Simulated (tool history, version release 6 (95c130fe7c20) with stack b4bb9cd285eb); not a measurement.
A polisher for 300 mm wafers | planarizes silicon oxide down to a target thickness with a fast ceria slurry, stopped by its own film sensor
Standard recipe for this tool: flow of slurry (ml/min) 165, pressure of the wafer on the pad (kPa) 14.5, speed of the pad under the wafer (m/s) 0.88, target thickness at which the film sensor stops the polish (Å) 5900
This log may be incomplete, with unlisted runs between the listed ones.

run,hour,flow of slurry (ml/min),pressure of the wafer on the pad (kPa),speed of the pad under the wafer (m/s),target thickness at which the film sensor stops the polish (Å),"incoming thickness of the incoming film, nm",time until the film sensor stopped the polish (s)
1,0.0,165,17.9,0.88,5900,1591.9,71.8
2,8.5,165,14.5,0.88,5900,1587.5,88.9
3,25.7,165,14.5,0.88,5900,1583.5,88.7
# hour 41.5: worn pad replaced by a new one
4,42.0,165,14.5,0.88,5900,1565.6,86.2
5,50.2,165,14.5,0.88,3640,1613.0,112.1
6,56.2,165,14.5,0.88,3640,1591.6,109.4
7,67.9,165,14.5,0.98,5900,1609.9,82.4
8,85.8,165,14.5,0.98,5900,1599.2,83.0
9,101.8,120,14.5,0.88,5900,1565.4,97.7
10,114.8,120,14.5,0.88,5900,1598.9,102.2
11,127.7,165,14.5,0.88,5900,1577.1,87.5
# hour 130.0: slurry nozzle cleaned
12,137.9,165,14.5,0.88,5900,1548.6,75.8
# hour 150.7: worn pad replaced by a new one
13,151.9,165,16.5,0.88,7020,1587.6,61.6
14,159.1,185,18.6,0.88,5900,1565.6,59.4
15,174.0,165,16.5,0.88,7020,1570.8,61.0
16,189.8,145,14.5,0.88,5900,1578.1,81.0
17,205.7,165,14.5,0.88,5900,1558.8,79.2
# hour 219.2: head pressure recalibrated
18,222.3,115,18.6,0.60,8730,1567.6,69.6
19,229.4,165,14.5,1.12,5900,1576.7,70.7
# hour 241.5: worn pad replaced by a new one
20,265.3,135,19.3,1.10,9340,1566.8,37.5
21,277.3,145,14.5,0.96,4530,1582.0,95.4
22,290.0,165,14.5,1.10,5900,1575.3,71.4
23,299.3,165,14.5,1.14,5900,1578.7,69.9
24,315.1,145,16.5,0.60,8480,1588.7,79.6
# hour 331.6: worn pad replaced by a new one
25,332.1,135,14.5,0.88,5900,1587.0,94.4

Difference, measured minus no-hidden-state, one row per run. Run-to-run variation is common to both terms; the gauge's own scatter need not be:
Hidden state present: removal rate lost through wear of the pad, %; slurry flow missing at the pad, %; deviation of the head's pressure from its setpoint, %.
run,time until the film sensor stopped the polish (s)
1,+2.0
2,+2.5
3,+2.5
4,+2.6
5,+3.4
6,+3.3
7,+2.6
8,+2.6
9,+7.5
10,+7.9
11,+2.9
12,-7.1
13,-5.4
14,-5.3
15,-5.0
16,-5.8
17,-5.6
18,+2.6
19,+1.5
20,+1.2
21,+2.7
22,+1.5
23,+1.5
24,+2.3
25,+3.4
